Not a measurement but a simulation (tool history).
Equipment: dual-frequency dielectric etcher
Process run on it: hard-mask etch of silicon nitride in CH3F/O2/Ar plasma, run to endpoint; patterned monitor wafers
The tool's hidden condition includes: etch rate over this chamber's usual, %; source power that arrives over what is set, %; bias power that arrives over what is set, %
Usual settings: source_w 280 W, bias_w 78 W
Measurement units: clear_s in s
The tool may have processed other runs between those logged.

run,hour,source_w,bias_w,wafers since the last listed run,hours since the last wet clean,hours since the last source power generator calibration,hours since the last bias power generator calibration,hours since the last upper electrode change,"incoming incoming film thickness, nm",clear_s
1,0,250,78,0,324.7,1815.9,2332.2,1817,40.14,61.9
2,72.5,250,78,453,397.2,1888.4,2404.7,1889.5,40.02,62.5
3,125.1,250,78,329,449.8,1941,2457.3,1942.1,40.15,62.5
# hour 178.8: wet clean of the chamber
4,209.5,230,78,377,30.7,2025.4,2541.7,2026.5,40.23,64.1
5,313.8,280,78,652,135,2129.7,2646,2130.8,40.1,58.5
6,384.9,280,78,444,206.1,2200.8,2717.1,2201.9,40.6,59.7
7,421.2,280,78,227,242.4,2237.1,2753.4,2238.2,40.59,59.7
8,500.7,280,78,497,321.9,2316.6,2832.9,2317.7,39.99,59.1
# hour 631.1: wet clean of the chamber
9,701.7,280,78,1107,70.6,2517.6,3033.9,2518.7,40.21,61.5
10,793.8,280,78,576,162.7,2609.7,3126,2610.8,40.16,62.3
11,868.1,280,78,464,237,2684,3200.3,2685.1,40.64,62.4
12,933.3,280,78,407,302.2,2749.2,3265.5,2750.3,40.23,62.1
# hour 1013.1: wet clean of the chamber, repeated, since the last time left the tool worse
13,1036.5,280,78,495,23.4,2852.4,3368.7,2853.5,40.31,59.2
14,1239.7,280,78,1271,226.6,3055.6,3571.9,3056.7,40.21,59.7
15,1345.5,280,64,661,332.4,3161.4,3677.7,3162.5,40.02,63
16,1396.7,280,78,320,383.6,3212.6,3728.9,3213.7,39.87,59.3
17,1494.8,210,97,613,481.7,3310.7,3827,3311.8,39.99,64.1
# hour 1539.6: wet clean of the chamber
18,1549.2,260,95,190,9.6,3365.1,3881.4,3366.2,40.31,57.6
# hour 1576.2: upper electrode replaced
# hour 1592.9: source power generator calibrated
19,1646.5,280,61,433,106.9,53.6,3978.7,70.3,40.21,63.3
20,1736,230,60,559,196.4,143.1,4068.2,159.8,40.35,70.5
# hour 1785.9: bias power generator calibrated
21,1843.5,330,64,647,303.9,250.6,57.6,267.3,40.73,59.2
22,1916.4,280,78,455,376.8,323.5,130.5,340.2,40.79,60.4
23,1994.6,350,87,489,455,401.7,208.7,418.4,40.03,52.4
# hour 2035.8: wet clean of the chamber
24,2038.9,330,61,126,3.1,446,253,462.7,40.22,58.5
25,2109.1,280,78,439,73.3,516.2,323.2,532.9,40.88,59.9
26,2211.9,280,78,643,176.1,619,426,635.7,40.28,59.1
27,2400.9,280,78,1182,365.1,808,615,824.7,40.43,60.1
28,2460.1,280,92,370,424.3,867.2,674.2,883.9,39.91,56.5
# hour 2505.5: wet clean of the chamber
29,2552.1,350,72,425,46.6,959.2,766.2,975.9,40.33,55

Alternative continuations, all from the tool just after run 29; predict every row:
A,2552.5,280,78,2,47,959.6,766.6,976.3,40.52,?
B,2552.5,330,78,2,47,959.6,766.6,976.3,40.52,?
C,2552.5,250,62,2,47,959.6,766.6,976.3,40.52,?

run,clear_s
A,58.9
B,54.8
C,66.3
With no hidden state in the tool, these same runs would have given:
run,clear_s
A,58.6
B,54.5
C,66
